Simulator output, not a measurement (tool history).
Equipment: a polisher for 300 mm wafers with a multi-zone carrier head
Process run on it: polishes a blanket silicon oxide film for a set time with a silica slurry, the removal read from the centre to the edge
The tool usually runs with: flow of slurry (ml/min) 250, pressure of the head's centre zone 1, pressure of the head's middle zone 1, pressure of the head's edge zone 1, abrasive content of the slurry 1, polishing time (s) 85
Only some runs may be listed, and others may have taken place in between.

| run | hour | flow of slurry (ml/min) | pressure of the head's centre zone | pressure of the head's middle zone | pressure of the head's edge zone | abrasive content of the slurry | polishing time (s) | incoming thickness of the incoming film, nm | film removed at the wafer's centre (nm) | film removed at mid-radius (nm) | film removed at the wafer's edge (nm) |
|---|---|---|---|---|---|---|---|---|---|---|---|
| 1 | 0 | 250 | 1 | 1.05 | 1 | 1 | 85 | 923.5 | 296.5 | 287.4 | 285.7 |
| 2 | 8.4 | 250 | 1 | 1.05 | 1 | 1 | 85 | 957.9 | 287 | 295.4 | 283 |
| 3 | 17.6 | 250 | 1 | 1.05 | 1 | 1 | 85 | 957.7 | 298.2 | 301.4 | 285.4 |
| 4 | 24.5 | 250 | 1 | 1 | 1 | 1 | 85 | 946.3 | 298.4 | 284.4 | 287.7 |
| 5 | 35.4 | 310 | 1 | 1 | 1 | 0.9 | 85 | 938.4 | 294.5 | 276.5 | 275.7 |
|  | 44.3 | slurry nozzle cleaned |
| 6 | 44.8 | 220 | 0.96 | 0.92 | 1.11 | 1 | 85 | 951.8 | 288.9 | 261.7 | 297 |
| 7 | 56.8 | 250 | 1 | 1 | 1 | 1 | 85 | 948 | 289.2 | 281.3 | 279.6 |
| 8 | 64.3 | 250 | 1 | 1.11 | 1 | 1 | 85 | 945.5 | 309.9 | 308.2 | 285.5 |
| 9 | 80.3 | 250 | 1 | 1 | 1.04 | 1 | 77 | 951.5 | 272.6 | 252.6 | 264.9 |
| 10 | 92.5 | 250 | 1 | 0.91 | 1 | 1 | 85 | 934 | 299.3 | 254.1 | 290.7 |
| 11 | 106.9 | 250 | 0.91 | 1 | 0.95 | 1.3 | 93 | 925.1 | 340 | 345.7 | 345.8 |
|  | 111.5 | edge zone pressure recalibrated |
|  | 114.2 | worn pad replaced by a new one |
| 12 | 118.6 | 250 | 0.92 | 1 | 1 | 1 | 85 | 926.9 | 285 | 276.2 | 280.8 |
| 13 | 135.6 | 205 | 1 | 1 | 1 | 1 | 85 | 939.6 | 300.3 | 274.4 | 280.1 |
| 14 | 144.8 | 250 | 1 | 1 | 1 | 1 | 85 | 938.9 | 308.4 | 274.3 | 283.9 |
|  | 155.8 | centre zone pressure recalibrated |
| 15 | 159.3 | 250 | 1 | 1 | 1 | 1 | 85 | 952.2 | 283.2 | 277.5 | 288.2 |
| 16 | 167 | 250 | 1.09 | 1 | 1 | 1 | 85 | 930.2 | 299.5 | 280.3 | 286.4 |
| 17 | 180.7 | 250 | 1 | 1 | 0.95 | 1 | 85 | 932.6 | 278.8 | 280.2 | 283.3 |
| 18 | 188.2 | 250 | 1 | 0.91 | 1 | 1 | 85 | 960.3 | 277.2 | 256.4 | 287.9 |
|  | 210.9 | worn pad replaced by a new one |
| 19 | 229.5 | 300 | 1 | 1 | 1 | 1 | 109 | 937.4 | 355.8 | 377.6 | 368.3 |

Run 20 has not been measured yet. What should we expect?
| 20 | 244.2 | 250 | 1 | 1 | 1 | 1 | 85 | 944.1 | ? | ? | ? |

Run 20 produced film removed at the wafer's centre (nm) 278.9, film removed at mid-radius (nm) 279.4, film removed at the wafer's edge (nm) 282.3.
Without the tool's hidden state the same run would have given film removed at the wafer's centre (nm) 280.6, film removed at mid-radius (nm) 279.4, film removed at the wafer's edge (nm) 282.3.
